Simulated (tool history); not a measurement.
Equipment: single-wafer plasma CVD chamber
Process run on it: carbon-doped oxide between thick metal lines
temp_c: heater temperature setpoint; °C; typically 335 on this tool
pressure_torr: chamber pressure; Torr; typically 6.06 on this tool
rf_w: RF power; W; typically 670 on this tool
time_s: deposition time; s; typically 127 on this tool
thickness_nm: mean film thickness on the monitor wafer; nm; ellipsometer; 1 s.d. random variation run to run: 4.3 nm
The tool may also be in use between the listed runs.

| run | day | temp_c | pressure_torr | rf_w | time_s | wafers since the last listed run | hours since the last thermocouple change | hours since the last RF generator calibration | hours since the last manometer calibration | hours since the showerhead was replaced | hours since the gauge calibration | read-back reference wafer on the same gauge, thickness_nm | thickness_nm |
|---|---|---|---|---|---|---|---|---|---|---|---|---|---|
| 1 | 0.000 | 335 | 6.06 | 670 | 127 | 0 | 1650.0 | 1114.5 | 586.1 | 4647.9 | 674.0 | 679.952 | 821.997 |
| 2 | 2.058 | 335 | 6.06 | 670 | 127 | 416 | 1699.4 | 1163.9 | 635.5 | 4697.3 | 723.4 | 679.515 | 823.651 |
| 3 | 4.854 | 335 | 6.06 | 670 | 127 | 565 | 1766.5 | 1231.0 | 702.6 | 4764.4 | 790.5 | 680.042 | 818.095 |
| 4 | 7.454 | 335 | 5.56 | 670 | 127 | 525 | 1828.9 | 1293.4 | 765.0 | 4826.8 | 852.9 | 680.455 | 794.022 |
| 5 | 9.821 | 335 | 5.56 | 670 | 127 | 478 | 1885.7 | 1350.2 | 821.8 | 4883.6 | 909.7 | 680.180 | 799.074 |
| 6 | 10.962 | 335 | 5.56 | 670 | 127 | 230 | 1913.1 | 1377.6 | 849.2 | 4911.0 | 937.1 | 679.732 | 790.793 |
| 7 | 12.512 | 341 | 6.06 | 670 | 127 | 313 | 1950.3 | 1414.8 | 886.4 | 4948.2 | 974.3 | 679.418 | 805.249 |
| 8 | 15.375 | 335 | 6.06 | 670 | 127 | 579 | 2019.0 | 1483.5 | 955.1 | 5016.9 | 1043.0 | 680.142 | 812.598 |
|  | 16.871 | RF generator calibrated |
|  | 17.867 | capacitance manometer re-zeroed and calibrated |
| 9 | 18.112 | 335 | 6.06 | 670 | 127 | 418 | 2084.7 | 29.8 | 5.9 | 5082.6 | 1108.7 | 679.906 | 845.810 |
| 10 | 20.925 | 335 | 6.06 | 670 | 127 | 568 | 2152.2 | 97.3 | 73.4 | 5150.1 | 1176.2 | 679.462 | 839.171 |
|  | 22.225 | gauge calibrated |
| 11 | 23.071 | 335 | 6.06 | 670 | 127 | 434 | 2203.7 | 148.8 | 124.9 | 5201.6 | 20.3 | 679.726 | 838.177 |
| 12 | 25.862 | 335 | 6.06 | 670 | 127 | 564 | 2270.7 | 215.8 | 191.9 | 5268.6 | 87.3 | 680.079 | 835.945 |
| 13 | 27.046 | 335 | 6.06 | 670 | 127 | 239 | 2299.1 | 244.2 | 220.3 | 5297.0 | 115.7 | 680.470 | 839.124 |
| 14 | 28.204 | 320 | 4.61 | 765 | 109 | 234 | 2326.9 | 272.0 | 248.1 | 5324.8 | 143.5 | 680.039 | 770.926 |
| 15 | 29.658 | 335 | 6.06 | 670 | 134 | 294 | 2361.8 | 306.9 | 283.0 | 5359.7 | 178.4 | 680.199 | 887.483 |
|  | 30.550 | capacitance manometer re-zeroed and calibrated, repeated, since the last time left the tool worse |
| 16 | 31.062 | 323 | 4.59 | 770 | 118 | 216 | 2395.5 | 340.6 | 12.3 | 5393.4 | 212.1 | 680.526 | 805.067 |
|  | 32.846 | thermocouple changed; heater temperature recalibrated |
| 17 | 33.608 | 324 | 7.37 | 720 | 143 | 447 | 18.3 | 401.7 | 73.4 | 5454.5 | 273.2 | 680.326 | 1038.148 |
| 18 | 36.062 | 335 | 6.06 | 670 | 127 | 496 | 77.2 | 460.6 | 132.3 | 5513.4 | 332.1 | 679.952 | 824.356 |
| 19 | 38.125 | 335 | 7.26 | 600 | 127 | 417 | 126.7 | 510.1 | 181.8 | 5562.9 | 381.6 | 679.509 | 791.716 |
|  | 39.312 | showerhead replaced |
| 20 | 40.871 | 335 | 4.82 | 670 | 136 | 488 | 192.6 | 576.0 | 247.7 | 37.4 | 447.5 | 679.755 | 831.316 |
| 21 | 43.346 | 324 | 7.37 | 720 | 143 | 500 | 252.0 | 635.4 | 307.1 | 96.8 | 506.9 | 679.943 | 1034.851 |
| 22 | 44.929 | 342 | 6.06 | 610 | 127 | 320 | 290.0 | 673.4 | 345.1 | 134.8 | 544.9 | 679.989 | 758.477 |
| 23 | 46.267 | 335 | 6.06 | 670 | 127 | 270 | 322.1 | 705.5 | 377.2 | 166.9 | 577.0 | 680.432 | 833.958 |
| 24 | 50.221 | 335 | 6.06 | 670 | 127 | 799 | 417.0 | 800.4 | 472.1 | 261.8 | 671.9 | 680.147 | 825.131 |
| 25 | 52.862 | 325 | 5.32 | 735 | 140 | 534 | 480.4 | 863.8 | 535.5 | 325.2 | 735.3 | 680.581 | 961.049 |
| 26 | 55.529 | 322 | 6.06 | 720 | 127 | 539 | 544.4 | 927.8 | 599.5 | 389.2 | 799.3 | 680.338 | 908.403 |

Some steps in thickness_nm between neighbouring runs. How much of each would the tool show without its hidden state too (settings, what came in, random variation), and how much is left for the hidden state, with any gauge scatter that isn't in both results?
Hidden conditions of the tool in this case: wafer temperature above the value expected at the setpoint (K); delivered RF power above the setpoint (%); true pressure above the setpoint (%); gauge reads high (%).
Run 8 -> 9: RF generator calibrated, capacitance manometer re-zeroed and calibrated. thickness_nm +33.212 nm: hidden state +24.167, all else +9.045.
Run 15 -> 16: temp_c 335 -> 323, pressure_torr 6.06 -> 4.59, rf_w 670 -> 770, time_s 134 -> 118, capacitance manometer re-zeroed and calibrated, repeated, since the last time left the tool worse. thickness_nm -82.416 nm: hidden state -11.768, all else -70.648.
Run 16 -> 17: temp_c 323 -> 324, pressure_torr 4.59 -> 7.37, rf_w 770 -> 720, time_s 118 -> 143, thermocouple changed; heater temperature recalibrated. thickness_nm +233.081 nm: hidden state -0.368, all else +233.449.
Run 21 -> 22: temp_c 324 -> 342, pressure_torr 7.37 -> 6.06, rf_w 720 -> 610, time_s 143 -> 127. thickness_nm -276.374 nm: hidden state -0.293, all else -276.081.
